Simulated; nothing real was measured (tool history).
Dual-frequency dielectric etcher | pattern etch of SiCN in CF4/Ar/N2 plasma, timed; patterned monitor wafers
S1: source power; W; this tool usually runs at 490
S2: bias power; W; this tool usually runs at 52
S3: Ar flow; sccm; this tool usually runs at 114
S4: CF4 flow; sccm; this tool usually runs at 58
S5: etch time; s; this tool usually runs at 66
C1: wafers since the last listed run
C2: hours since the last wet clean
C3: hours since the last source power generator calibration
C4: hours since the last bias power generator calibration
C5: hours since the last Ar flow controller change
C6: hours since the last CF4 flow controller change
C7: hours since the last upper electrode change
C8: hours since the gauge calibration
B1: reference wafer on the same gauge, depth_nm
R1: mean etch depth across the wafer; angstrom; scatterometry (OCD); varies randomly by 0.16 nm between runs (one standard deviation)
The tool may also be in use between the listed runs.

| run | hour | S1 | S2 | S3 | S4 | S5 | C1 | C2 | C3 | C4 | C5 | C6 | C7 | C8 | B1 | R1 |
|---|---|---|---|---|---|---|---|---|---|---|---|---|---|---|---|---|
| 1 | 0 | 490 | 52 | 114 | 63 | 66 | 0 | 346.9 | 1954.7 | 4680.8 | 5164.9 | 1889 | 5471.3 | 266.7 | 44.3 | 518 |
| 2 | 34.8 | 490 | 52 | 114 | 58 | 66 | 286 | 381.7 | 1989.5 | 4715.6 | 5199.7 | 1923.8 | 5506.1 | 301.5 | 44.3 | 512 |
|  | 84.6 | wet clean of the chamber |
| 3 | 85.1 | 490 | 52 | 114 | 58 | 66 | 216 | 0.5 | 2039.8 | 4765.9 | 5250 | 1974.1 | 5556.4 | 351.8 | 44.3 | 502 |
| 4 | 180.8 | 490 | 52 | 114 | 58 | 66 | 787 | 96.2 | 2135.5 | 4861.6 | 5345.7 | 2069.8 | 5652.1 | 447.5 | 44.3 | 500 |
| 5 | 231.9 | 490 | 52 | 114 | 65 | 66 | 420 | 147.3 | 2186.6 | 4912.7 | 5396.8 | 2120.9 | 5703.2 | 498.6 | 44.3 | 514 |
| 6 | 284.2 | 490 | 52 | 114 | 65 | 66 | 430 | 199.6 | 2238.9 | 4965 | 5449.1 | 2173.2 | 5755.5 | 550.9 | 44.3 | 514 |
| 7 | 355.2 | 490 | 52 | 114 | 65 | 66 | 584 | 270.6 | 2309.9 | 5036 | 5520.1 | 2244.2 | 5826.5 | 621.9 | 44.3 | 518 |
|  | 391 | bias power generator calibrated |
|  | 405.3 | source power generator calibrated |
|  | 425.9 | upper electrode replaced, of another model than before |
|  | 461.3 | gauge calibrated |
|  | 478.5 | CF4 flow controller replaced |
|  | 515.8 | wet clean of the chamber |
| 8 | 563.7 | 490 | 41 | 114 | 58 | 47 | 1233 | 47.9 | 158.4 | 172.7 | 5728.6 | 85.2 | 137.8 | 102.4 | 44.3 | 292 |
|  | 575.8 | Ar flow controller replaced |
| 9 | 599.2 | 490 | 40 | 114 | 58 | 82 | 242 | 83.4 | 193.9 | 208.2 | 23.4 | 120.7 | 173.3 | 137.9 | 44.4 | 500 |
| 10 | 630.7 | 580 | 61 | 136 | 58 | 58 | 259 | 114.9 | 225.4 | 239.7 | 54.9 | 152.2 | 204.8 | 169.4 | 44.3 | 525 |
| 11 | 676.5 | 490 | 52 | 114 | 58 | 66 | 376 | 160.7 | 271.2 | 285.5 | 100.7 | 198 | 250.6 | 215.2 | 44.2 | 506 |
| 12 | 732.9 | 490 | 52 | 114 | 58 | 66 | 464 | 217.1 | 327.6 | 341.9 | 157.1 | 254.4 | 307 | 271.6 | 44.3 | 503 |
| 13 | 844.3 | 490 | 44 | 114 | 70 | 50.5 | 916 | 328.5 | 439 | 453.3 | 268.5 | 365.8 | 418.4 | 383 | 44.3 | 354 |
|  | 880.8 | wet clean of the chamber |
| 14 | 885.7 | 490 | 52 | 114 | 62 | 66 | 143 | 4.9 | 480.4 | 494.7 | 309.9 | 407.2 | 459.8 | 424.4 | 44.3 | 503 |

Consider 3 possible next runs. They are alternatives, not a sequence: every one starts from the tool as it was left by run 14. What does each give?
| A | 886.1 | 490 | 52 | 114 | 58 | 66 | 3 | 5.3 | 480.8 | 495.1 | 310.3 | 407.6 | 460.2 | 424.8 | ? | ? |
| B | 886.1 | 420 | 52 | 114 | 65 | 66 | 3 | 5.3 | 480.8 | 495.1 | 310.3 | 407.6 | 460.2 | 424.8 | ? | ? |
| C | 886.1 | 390 | 47 | 114 | 58 | 66 | 3 | 5.3 | 480.8 | 495.1 | 310.3 | 407.6 | 460.2 | 424.8 | ? | ? |

| run | B1 | R1 |
|---|---|---|
| A | 44.3 | 498 |
| B | 44.3 | 469 |
| C | 44.3 | 410 |
Take away the tool's hidden state, keep each run's random variation, and the runs would have read:
| run | R1 |
|---|---|
| A | 498 |
| B | 469 |
| C | 410 |
